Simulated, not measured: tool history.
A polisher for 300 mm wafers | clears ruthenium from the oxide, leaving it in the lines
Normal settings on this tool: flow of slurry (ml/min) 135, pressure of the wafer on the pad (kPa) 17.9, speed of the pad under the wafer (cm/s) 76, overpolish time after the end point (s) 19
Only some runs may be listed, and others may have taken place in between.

| run | hour | flow of slurry (ml/min) | pressure of the wafer on the pad (kPa) | speed of the pad under the wafer (cm/s) | overpolish time after the end point (s) | incoming thickness of the incoming film, nm | time until the end point was called (s) |
|---|---|---|---|---|---|---|---|
| 1 | 0 | 135 | 17.9 | 76 | 19 | 100.6 | 88.3 |
| 2 | 24.5 | 135 | 17.9 | 76 | 19 | 99.1 | 86.2 |
| 3 | 54.2 | 135 | 17.9 | 76 | 19 | 98.9 | 88.4 |
| 4 | 76.6 | 135 | 17.9 | 76 | 19 | 100.2 | 89.3 |
|  | 101.9 | worn pad replaced by a new one |
| 5 | 102.4 | 135 | 17.9 | 76 | 19 | 98.8 | 88.6 |
| 6 | 153.6 | 135 | 17.9 | 58 | 19 | 98.4 | 109.5 |
| 7 | 185.8 | 135 | 17.9 | 88 | 19 | 100.6 | 79.6 |
| 8 | 214.3 | 135 | 17.9 | 76 | 19 | 100.8 | 88.4 |
|  | 223.2 | head pressure recalibrated |
|  | 225.8 | slurry nozzle cleaned |
| 9 | 232 | 135 | 17.9 | 76 | 14 | 99.9 | 90.8 |
|  | 268.2 | worn pad replaced by a new one |
| 10 | 268.7 | 135 | 17.9 | 76 | 14 | 98.7 | 91.8 |
| 11 | 280.3 | 170 | 20.7 | 76 | 19 | 100 | 79.7 |
|  | 307.8 | slurry nozzle cleaned, repeated, since the last time left the tool worse |
| 12 | 309.4 | 135 | 15.9 | 76 | 19 | 99.3 | 97.3 |
| 13 | 324.8 | 135 | 17.9 | 76 | 8 | 98.8 | 87.9 |
| 14 | 343.5 | 150 | 17.9 | 76 | 15 | 100.7 | 86.6 |
| 15 | 377 | 135 | 14.5 | 76 | 25 | 101.6 | 111.2 |
| 16 | 410.4 | 150 | 17.9 | 76 | 15 | 100.1 | 88.2 |
| 17 | 423.4 | 90 | 17.9 | 56 | 19 | 101.1 | 119.5 |
|  | 450.3 | worn pad replaced by a new one |
| 18 | 450.8 | 135 | 17.9 | 76 | 19 | 100.5 | 88.7 |
| 19 | 464.2 | 135 | 20 | 76 | 19 | 100 | 82.3 |
| 20 | 480.3 | 135 | 17.9 | 76 | 27 | 100.7 | 89.7 |

Difference, measured minus no-hidden-state, one row per run. Run-to-run variation is common to both terms; the gauge's own scatter need not be:
The tool's hidden condition here consists of: removal rate lost through wear of the pad, %; slurry flow missing at the pad, %; deviation of the head's pressure from its setpoint, %.
| run | time until the end point was called (s) |
|---|---|
| 1 | +2.4 |
| 2 | +2.4 |
| 3 | +2.7 |
| 4 | +2.8 |
| 5 | +2.9 |
| 6 | +3.8 |
| 7 | +2.8 |
| 8 | +3.1 |
| 9 | +6 |
| 10 | +7.4 |
| 11 | +5.8 |
| 12 | +0.7 |
| 13 | +1 |
| 14 | +1.2 |
| 15 | +2.5 |
| 16 | +2.3 |
| 17 | +4.3 |
| 18 | +2.9 |
| 19 | +2.8 |
| 20 | +3.1 |

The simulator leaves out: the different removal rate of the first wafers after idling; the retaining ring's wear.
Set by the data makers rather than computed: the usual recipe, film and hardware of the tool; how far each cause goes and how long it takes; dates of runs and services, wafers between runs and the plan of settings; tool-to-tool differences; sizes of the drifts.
